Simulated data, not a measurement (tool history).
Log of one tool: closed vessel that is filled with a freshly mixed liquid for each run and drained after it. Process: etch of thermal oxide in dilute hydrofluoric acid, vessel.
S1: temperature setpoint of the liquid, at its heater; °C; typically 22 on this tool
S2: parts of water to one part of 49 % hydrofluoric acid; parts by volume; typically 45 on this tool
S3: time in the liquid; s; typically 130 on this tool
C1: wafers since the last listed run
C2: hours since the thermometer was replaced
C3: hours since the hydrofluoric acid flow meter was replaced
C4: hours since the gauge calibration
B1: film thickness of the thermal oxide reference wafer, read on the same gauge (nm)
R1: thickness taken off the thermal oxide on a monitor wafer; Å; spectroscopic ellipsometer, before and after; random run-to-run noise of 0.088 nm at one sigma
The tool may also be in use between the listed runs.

| run | hour | S1 | S2 | S3 | C1 | C2 | C3 | C4 | B1 | R1 |
|---|---|---|---|---|---|---|---|---|---|---|
| 1 | 0 | 22 | 45 | 95 | 0 | 1131.6 | 189.2 | 196.1 | 49.96 | 109.4 |
| 2 | 27.2 | 22 | 45 | 85 | 2252 | 1158.8 | 216.4 | 223.3 | 50.01 | 99.8 |
| 3 | 76.2 | 19.5 | 45 | 90 | 4056 | 1207.8 | 265.4 | 272.3 | 50.01 | 94.9 |
|  | 172.2 | gauge calibrated |
| 4 | 228.9 | 19.5 | 45 | 90 | 12642 | 1360.5 | 418.1 | 56.7 | 50 | 97 |
| 5 | 268.8 | 19.5 | 45 | 90 | 3303 | 1400.4 | 458 | 96.6 | 49.96 | 98.4 |
|  | 285.8 | hydrofluoric acid flow meter replaced |
| 6 | 305.4 | 24.5 | 50 | 130 | 2947 | 1437 | 19.6 | 133.2 | 50 | 162.9 |
| 7 | 343.5 | 22 | 45 | 130 | 3154 | 1475.1 | 57.7 | 171.3 | 50 | 165.6 |
|  | 393.3 | thermometer replaced |
| 8 | 395.8 | 22 | 45 | 65 | 4247 | 2.5 | 110 | 223.6 | 50.01 | 84.1 |
| 9 | 429.1 | 22 | 45 | 130 | 2757 | 35.8 | 143.3 | 256.9 | 50.03 | 168.7 |
|  | 431.8 | hydrofluoric acid flow meter replaced, repeated, since the last time left the tool worse |
| 10 | 485.1 | 24 | 25 | 150 | 4553 | 91.8 | 53.3 | 312.9 | 50.01 | 342.7 |
| 11 | 515.4 | 22 | 30 | 80 | 2508 | 122.1 | 83.6 | 343.2 | 49.98 | 138.5 |
|  | 529.4 | gauge calibrated |
| 12 | 583.4 | 24 | 40 | 55 | 5630 | 190.1 | 151.6 | 54 | 50 | 77.5 |
| 13 | 624.7 | 17.5 | 45 | 95 | 3419 | 231.4 | 192.9 | 95.3 | 50.02 | 91.8 |
| 14 | 681.7 | 22 | 45 | 130 | 4719 | 288.4 | 249.9 | 152.3 | 49.98 | 151.9 |
| 15 | 707.3 | 17.5 | 65 | 85 | 2119 | 314 | 275.5 | 177.9 | 49.97 | 55.8 |

What if the next run were any one of these 5? Each begins from the tool's condition after run 15:
| A | 708 | 22 | 45 | 130 | 57 | 314.7 | 276.2 | 178.6 | ? | ? |
| B | 708 | 24.5 | 40 | 130 | 57 | 314.7 | 276.2 | 178.6 | ? | ? |
| C | 708 | 20 | 45 | 130 | 57 | 314.7 | 276.2 | 178.6 | ? | ? |
| D | 708 | 25.5 | 45 | 90 | 57 | 314.7 | 276.2 | 178.6 | ? | ? |
| E | 708 | 20 | 50 | 70 | 57 | 314.7 | 276.2 | 178.6 | ? | ? |

| run | B1 | R1 |
|---|---|---|
| A | 50 | 152.9 |
| B | 50 | 192.1 |
| C | 50 | 140.5 |
| D | 50 | 122.4 |
| E | 50 | 67.7 |
Stripped of hidden state, with their random variation kept, the same runs would have yielded:
| run | R1 |
|---|---|
| A | 146.4 |
| B | 184 |
| C | 134.6 |
| D | 117.2 |
| E | 64.8 |

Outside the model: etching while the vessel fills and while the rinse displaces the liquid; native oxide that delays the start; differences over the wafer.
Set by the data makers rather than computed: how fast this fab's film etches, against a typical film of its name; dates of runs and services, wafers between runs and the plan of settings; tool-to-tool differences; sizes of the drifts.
